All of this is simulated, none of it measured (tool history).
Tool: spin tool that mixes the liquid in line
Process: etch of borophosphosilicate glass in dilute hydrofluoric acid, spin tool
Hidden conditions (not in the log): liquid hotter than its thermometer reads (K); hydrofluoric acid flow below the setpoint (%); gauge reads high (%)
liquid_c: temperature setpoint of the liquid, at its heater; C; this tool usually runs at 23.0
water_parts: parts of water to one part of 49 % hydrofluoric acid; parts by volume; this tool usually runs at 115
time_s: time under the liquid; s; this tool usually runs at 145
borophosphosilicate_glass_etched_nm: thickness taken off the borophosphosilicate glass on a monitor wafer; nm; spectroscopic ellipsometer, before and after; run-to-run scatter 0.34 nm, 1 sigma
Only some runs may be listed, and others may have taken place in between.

| run | hour | liquid_c | water_parts | time_s | wafers since the last listed run | hours since the thermometer was replaced | hours since the hydrofluoric acid flow meter was replaced | hours since the gauge calibration | read-back film thickness of the borophosphosilicate glass reference wafer, read on the same gauge (nm) | borophosphosilicate_glass_etched_nm |
|---|---|---|---|---|---|---|---|---|---|---|
| 1 | 0.0 | 23.0 | 115 | 145 | 0 | 411.0 | 1623.2 | 410.8 | 49.96 | 50.44 |
| 2 | 31.6 | 23.0 | 115 | 145 | 360 | 442.6 | 1654.8 | 442.4 | 49.99 | 50.47 |
| 3 | 49.7 | 23.0 | 115 | 145 | 206 | 460.7 | 1672.9 | 460.5 | 50.02 | 50.02 |
| 4 | 66.4 | 25.0 | 115 | 110 | 190 | 477.4 | 1689.6 | 477.2 | 50.00 | 41.44 |
| 5 | 95.0 | 25.0 | 115 | 110 | 326 | 506.0 | 1718.2 | 505.8 | 49.99 | 41.72 |
| 6 | 117.7 | 20.5 | 115 | 170 | 258 | 528.7 | 1740.9 | 528.5 | 50.01 | 53.70 |
| 7 | 144.3 | 23.0 | 115 | 145 | 303 | 555.3 | 1767.5 | 555.1 | 50.01 | 51.03 |
| 8 | 157.1 | 21.0 | 155 | 70 | 146 | 568.1 | 1780.3 | 567.9 | 49.98 | 16.00 |
| 9 | 182.7 | 23.0 | 115 | 145 | 292 | 593.7 | 1805.9 | 593.5 | 49.97 | 50.47 |
| 10 | 203.3 | 23.0 | 115 | 145 | 234 | 614.3 | 1826.5 | 614.1 | 50.00 | 50.88 |
| 11 | 222.1 | 23.0 | 175 | 185 | 214 | 633.1 | 1845.3 | 632.9 | 50.02 | 39.75 |
| 12 | 238.6 | 23.0 | 145 | 190 | 188 | 649.6 | 1861.8 | 649.4 | 49.98 | 50.78 |
| 13 | 266.0 | 23.0 | 90 | 230 | 312 | 677.0 | 1889.2 | 676.8 | 49.98 | 107.23 |
|  | 274.2 | hydrofluoric acid flow meter replaced |
| 14 | 281.6 | 23.0 | 140 | 145 | 166 | 692.6 | 7.4 | 692.4 | 50.00 | 40.66 |
| 15 | 297.4 | 23.0 | 115 | 100 | 180 | 708.4 | 23.2 | 708.2 | 50.01 | 34.99 |
|  | 302.2 | gauge calibrated |
| 16 | 330.0 | 19.5 | 115 | 185 | 371 | 741.0 | 55.8 | 27.8 | 50.02 | 57.11 |
| 17 | 350.7 | 20.0 | 160 | 180 | 236 | 761.7 | 76.5 | 48.5 | 50.00 | 38.84 |
| 18 | 384.2 | 19.0 | 85 | 65 | 382 | 795.2 | 110.0 | 82.0 | 49.99 | 27.57 |
| 19 | 400.5 | 25.5 | 115 | 220 | 185 | 811.5 | 126.3 | 98.3 | 50.00 | 85.87 |
|  | 404.7 | thermometer replaced |
| 20 | 468.8 | 23.0 | 115 | 120 | 767 | 64.1 | 194.6 | 166.6 | 50.01 | 40.16 |
| 21 | 503.6 | 23.0 | 115 | 205 | 396 | 98.9 | 229.4 | 201.4 | 50.02 | 69.38 |
| 22 | 532.9 | 18.0 | 115 | 145 | 334 | 128.2 | 258.7 | 230.7 | 49.99 | 40.12 |
| 23 | 561.5 | 23.0 | 115 | 145 | 326 | 156.8 | 287.3 | 259.3 | 50.03 | 49.38 |
| 24 | 590.6 | 18.0 | 65 | 200 | 331 | 185.9 | 316.4 | 288.4 | 50.00 | 104.42 |
| 25 | 663.3 | 23.0 | 145 | 145 | 829 | 258.6 | 389.1 | 361.1 | 49.99 | 37.99 |
| 26 | 683.8 | 23.0 | 115 | 145 | 233 | 279.1 | 409.6 | 381.6 | 50.04 | 50.14 |
| 27 | 715.4 | 26.0 | 115 | 145 | 360 | 310.7 | 441.2 | 413.2 | 50.01 | 55.88 |
| 28 | 746.0 | 23.0 | 115 | 145 | 349 | 341.3 | 471.8 | 443.8 | 50.00 | 49.64 |
| 29 | 764.9 | 23.0 | 115 | 190 | 215 | 360.2 | 490.7 | 462.7 | 50.02 | 65.05 |
| 30 | 791.7 | 21.5 | 140 | 145 | 305 | 387.0 | 517.5 | 489.5 | 50.01 | 37.30 |
| 31 | 818.7 | 23.0 | 90 | 230 | 308 | 414.0 | 544.5 | 516.5 | 49.99 | 105.25 |
| 32 | 844.5 | 18.5 | 140 | 185 | 294 | 439.8 | 570.3 | 542.3 | 50.00 | 42.36 |

Branching from run 32: 4 alternative next runs. What would each branch give?
| A | 845.0 | 23.0 | 115 | 220 | 5 | 440.3 | 570.8 | 542.8 | ? | ? |
| B | 845.0 | 27.0 | 115 | 145 | 5 | 440.3 | 570.8 | 542.8 | ? | ? |
| C | 845.0 | 19.0 | 70 | 190 | 5 | 440.3 | 570.8 | 542.8 | ? | ? |
| D | 845.0 | 19.0 | 60 | 210 | 5 | 440.3 | 570.8 | 542.8 | ? | ? |

| run | read-back film thickness of the borophosphosilicate glass reference wafer, read on the same gauge (nm) | borophosphosilicate_glass_etched_nm |
|---|---|---|
| A | 50.00 | 76.41 |
| B | 50.00 | 58.76 |
| C | 50.00 | 97.17 |
| D | 50.00 | 126.78 |
Stripped of hidden state, with their random variation kept, the same runs would have yielded:
| run | borophosphosilicate_glass_etched_nm |
|---|---|
| A | 74.13 |
| B | 57.06 |
| C | 94.07 |
| D | 122.71 |

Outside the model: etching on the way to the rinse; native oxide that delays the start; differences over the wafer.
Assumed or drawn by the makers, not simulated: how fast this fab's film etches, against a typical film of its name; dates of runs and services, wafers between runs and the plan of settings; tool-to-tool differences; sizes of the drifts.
